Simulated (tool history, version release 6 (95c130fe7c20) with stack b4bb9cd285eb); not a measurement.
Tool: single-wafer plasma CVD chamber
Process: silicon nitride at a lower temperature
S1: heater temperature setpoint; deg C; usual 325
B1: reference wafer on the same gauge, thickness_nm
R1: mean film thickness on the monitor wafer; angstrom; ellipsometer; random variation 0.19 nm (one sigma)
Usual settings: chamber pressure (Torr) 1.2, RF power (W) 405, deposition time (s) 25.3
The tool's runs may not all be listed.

{"run": 1, "hour": 0.0, "S1": 325, "chamber pressure (Torr)": 1.2, "RF power (W)": 405, "deposition time (s)": 25.3, "B1": 31.234, "R1": 360.63}
{"run": 2, "hour": 12.2, "S1": 325, "chamber pressure (Torr)": 1.2, "RF power (W)": 405, "deposition time (s)": 25.3, "B1": 31.351, "R1": 359.53}
{"run": 3, "hour": 34.1, "S1": 325, "chamber pressure (Torr)": 1.2, "RF power (W)": 405, "deposition time (s)": 25.3, "B1": 31.335, "R1": 359.52}
{"hour": 64.1, "done": "showerhead replaced"}
{"run": 4, "hour": 66.5, "S1": 325, "chamber pressure (Torr)": 1.2, "RF power (W)": 405, "deposition time (s)": 25.3, "B1": 31.294, "R1": 359.34}
{"hour": 86.5, "done": "RF generator calibrated"}
{"run": 5, "hour": 87.4, "S1": 325, "chamber pressure (Torr)": 1.2, "RF power (W)": 405, "deposition time (s)": 25.3, "B1": 31.265, "R1": 357.91}
{"run": 6, "hour": 117.8, "S1": 335, "chamber pressure (Torr)": 1.2, "RF power (W)": 370, "deposition time (s)": 25.3, "B1": 31.404, "R1": 334.81}
{"run": 7, "hour": 132.5, "S1": 335, "chamber pressure (Torr)": 1.2, "RF power (W)": 330, "deposition time (s)": 27.6, "B1": 31.284, "R1": 327.74}
{"run": 8, "hour": 151.1, "S1": 325, "chamber pressure (Torr)": 1.2, "RF power (W)": 405, "deposition time (s)": 25.3, "B1": 31.438, "R1": 361.62}
{"hour": 171.6, "done": "thermocouple changed; heater temperature recalibrated"}
{"run": 9, "hour": 172.5, "S1": 335, "chamber pressure (Torr)": 1.2, "RF power (W)": 385, "deposition time (s)": 26.9, "B1": 31.425, "R1": 369.66}
{"run": 10, "hour": 197.4, "S1": 316, "chamber pressure (Torr)": 1.47, "RF power (W)": 330, "deposition time (s)": 25.3, "B1": 31.342, "R1": 326.21}
{"run": 11, "hour": 219.8, "S1": 325, "chamber pressure (Torr)": 1.2, "RF power (W)": 365, "deposition time (s)": 25.3, "B1": 31.394, "R1": 331.3}
{"run": 12, "hour": 244.2, "S1": 318, "chamber pressure (Torr)": 1.46, "RF power (W)": 355, "deposition time (s)": 20.9, "B1": 31.443, "R1": 284.94}
{"run": 13, "hour": 256.7, "S1": 325, "chamber pressure (Torr)": 1.2, "RF power (W)": 380, "deposition time (s)": 22.9, "B1": 31.47, "R1": 308.56}
{"run": 14, "hour": 274.0, "S1": 329, "chamber pressure (Torr)": 1.08, "RF power (W)": 405, "deposition time (s)": 24, "B1": 31.539, "R1": 329.68}
{"run": 15, "hour": 288.2, "S1": 325, "chamber pressure (Torr)": 1.01, "RF power (W)": 405, "deposition time (s)": 22.7, "B1": 31.505, "R1": 303.45}
{"run": 16, "hour": 320.9, "S1": 325, "chamber pressure (Torr)": 1.2, "RF power (W)": 335, "deposition time (s)": 21.9, "B1": 31.471, "R1": 266.08}
{"run": 17, "hour": 356.6, "S1": 325, "chamber pressure (Torr)": 0.91, "RF power (W)": 335, "deposition time (s)": 25.3, "B1": 31.586, "R1": 278.27}
{"run": 18, "hour": 382.7, "S1": 325, "chamber pressure (Torr)": 1.2, "RF power (W)": 405, "deposition time (s)": 25.3, "B1": 31.622, "R1": 366.42}
{"run": 19, "hour": 395.8, "S1": 325, "chamber pressure (Torr)": 1.31, "RF power (W)": 365, "deposition time (s)": 20.9, "B1": 31.699, "R1": 284.4}
{"hour": 432.4, "done": "capacitance manometer re-zeroed and calibrated"}
{"run": 20, "hour": 477.1, "S1": 329, "chamber pressure (Torr)": 1.07, "RF power (W)": 440, "deposition time (s)": 23.1, "B1": 31.742, "R1": 340.69}
{"run": 21, "hour": 499.4, "S1": 325, "chamber pressure (Torr)": 1.2, "RF power (W)": 455, "deposition time (s)": 27.8, "B1": 31.889, "R1": 437.74}
{"run": 22, "hour": 532.2, "S1": 316, "chamber pressure (Torr)": 1.2, "RF power (W)": 450, "deposition time (s)": 25.3, "B1": 31.827, "R1": 399.16}
{"run": 23, "hour": 558.9, "S1": 325, "chamber pressure (Torr)": 1.2, "RF power (W)": 405, "deposition time (s)": 25.3, "B1": 32.018, "R1": 367.66}
{"run": 24, "hour": 579.5, "S1": 317, "chamber pressure (Torr)": 1.42, "RF power (W)": 405, "deposition time (s)": 26.8, "B1": 32.042, "R1": 413.73}
{"run": 25, "hour": 596.8, "S1": 325, "chamber pressure (Torr)": 1.2, "RF power (W)": 405, "deposition time (s)": 27.5, "B1": 32.141, "R1": 403.99}
{"run": 26, "hour": 618.6, "S1": 334, "chamber pressure (Torr)": 1.2, "RF power (W)": 470, "deposition time (s)": 30.1, "B1": 32.157, "R1": 485.68}
{"run": 27, "hour": 652.2, "S1": 338, "chamber pressure (Torr)": 1.3, "RF power (W)": 405, "deposition time (s)": 21.5, "B1": 32.157, "R1": 320.93}
{"run": 28, "hour": 664.4, "S1": 325, "chamber pressure (Torr)": 1.2, "RF power (W)": 405, "deposition time (s)": 25.3, "B1": 32.236, "R1": 370.76}
{"run": 29, "hour": 697.4, "S1": 325, "chamber pressure (Torr)": 1.2, "RF power (W)": 360, "deposition time (s)": 25.3, "B1": 32.326, "R1": 336.91}

Forecast each of these 4 alternatives for the next run:
{"run": "A", "hour": 697.8, "S1": 325, "chamber pressure (Torr)": 0.96, "RF power (W)": 405, "deposition time (s)": 25.3, "B1": "?", "R1": "?"}
{"run": "B", "hour": 697.8, "S1": 333, "chamber pressure (Torr)": 1.07, "RF power (W)": 325, "deposition time (s)": 27.4, "B1": "?", "R1": "?"}
{"run": "C", "hour": 697.8, "S1": 330, "chamber pressure (Torr)": 1.2, "RF power (W)": 405, "deposition time (s)": 25.3, "B1": "?", "R1": "?"}
{"run": "D", "hour": 697.8, "S1": 335, "chamber pressure (Torr)": 1.34, "RF power (W)": 480, "deposition time (s)": 28.6, "B1": "?", "R1": "?"}

run=A B1=32.287 R1=338.89
run=B B1=32.287 R1=315.81
run=C B1=32.287 R1=366.23
run=D B1=32.287 R1=485.19
Without the tool's hidden state the same runs would have given:
run=A R1=328.48
run=B R1=306.11
run=C R1=354.99
run=D R1=470.29
